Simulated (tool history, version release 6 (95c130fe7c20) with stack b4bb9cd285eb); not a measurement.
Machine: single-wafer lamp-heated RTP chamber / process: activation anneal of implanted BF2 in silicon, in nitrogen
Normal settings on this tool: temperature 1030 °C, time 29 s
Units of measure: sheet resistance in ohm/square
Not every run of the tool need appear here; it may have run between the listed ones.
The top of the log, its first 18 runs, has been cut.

run	hour	temperature	time	read-back reference wafer on the same gauge, sheet resistance	sheet resistance
19	241	1030	29	165.98	163.49
20	250	1030	29	166.07	162.98
21	263.9	1044	39	166	156.18
22	276.4	1046	29	165.94	158.34
23	287.1	1057	45	165.99	152.34
24	300.6	1049	35	166.08	155.65
25	321.8	1005	16	165.77	182.3
26	331.6	1007	20	166.12	177.65
27	344.3	1007	45	166.02	168.08
28	362.2	1030	36	166.03	161.36
29	375.7	1030	29	165.86	164.85
30	386.4	1048	22	166.16	161.05
31	404.1	1010	12	165.94	180.82
32	420.5	1030	29	166.08	163.05
33	432.3	1020	40	166.13	162.37
34	464	1011	34	166.03	169.89
35	474.4	1049	29	166.16	156.25
36	488.8	1030	29	165.98	161.62

Predict each of these 5 candidate next runs independently; none follows another, all start after run 36:
A	489.2	1011	29	?	?
B	489.2	1056	19	?	?
C	489.2	1016	19	?	?
D	489.2	1004	42	?	?
E	489.2	1030	39	?	?

run	read-back reference wafer on the same gauge, sheet resistance	sheet resistance
A	165.99	170.25
B	165.99	158.8
C	165.99	172.15
D	165.99	169.69
E	165.99	159.4
The same runs, with their run-to-run variation unchanged, on a tool lacking any hidden condition would have given:
run	sheet resistance
A	173.68
B	160.62
C	175.45
D	173.14
E	161.81

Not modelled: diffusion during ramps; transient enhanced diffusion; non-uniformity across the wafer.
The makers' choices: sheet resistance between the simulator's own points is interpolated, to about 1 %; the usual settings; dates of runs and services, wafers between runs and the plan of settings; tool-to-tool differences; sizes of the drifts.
